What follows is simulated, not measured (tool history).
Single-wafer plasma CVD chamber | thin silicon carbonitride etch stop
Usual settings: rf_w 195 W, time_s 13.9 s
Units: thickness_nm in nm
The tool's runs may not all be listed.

run,hour,rf_w,time_s,wafers since the last listed run,hours since the last thermocouple change,hours since the last RF generator calibration,hours since the showerhead was replaced,hours since the gauge calibration,"read-back reference wafer on the same gauge, thickness_nm",thickness_nm
1,0,195,15.5,0,1079.2,666.6,2559.7,474.5,7.327,8.194
2,61.6,195,13.9,2554,1140.8,728.2,2621.3,536.1,7.324,7.331
3,132.7,195,13.9,2948,1211.9,799.3,2692.4,607.2,7.334,7.31
4,201.1,195,13.9,2836,1280.3,867.7,2760.8,675.6,7.333,7.263
5,229.1,195,13.9,1161,1308.3,895.7,2788.8,703.6,7.328,7.309
6,260,195,13.9,1281,1339.2,926.6,2819.7,734.5,7.325,7.225
7,312.9,195,13.9,2193,1392.1,979.5,2872.6,787.4,7.33,7.247
# hour 423.9: RF generator calibrated
# hour 444.9: thermocouple changed; heater temperature recalibrated
8,463.8,195,13.9,5593,18.9,39.9,3023.5,938.3,7.337,7.466
9,494.9,195,12,1289,50,71,3054.6,969.4,7.326,6.427
10,552.4,195,13.9,2384,107.5,128.5,3112.1,1026.9,7.325,7.468
# hour 580.5: gauge calibrated
11,609,185,12.9,2347,164.1,185.1,3168.7,28.5,7.323,6.752
# hour 634.7: showerhead replaced
12,642.8,235,12.3,1069,197.9,218.9,8.1,62.3,7.326,7.202
13,689.1,195,13.9,1919,244.2,265.2,54.4,108.6,7.333,7.428
14,734.9,215,15,1899,290,311,100.2,154.4,7.328,8.4
15,772.6,230,15.7,1563,327.7,348.7,137.9,192.1,7.336,9.054
16,833.5,205,15.6,2525,388.6,409.6,198.8,253,7.325,8.548

Forecast run 17:
17,871.1,195,13.9,1559,426.2,447.2,236.4,290.6,?,?

{"run 17": {"read-back reference wafer on the same gauge, thickness_nm": 7.335, "thickness_nm": 7.407}}
Without the tool's hidden state the same run would have given thickness_nm 7.472 nm.
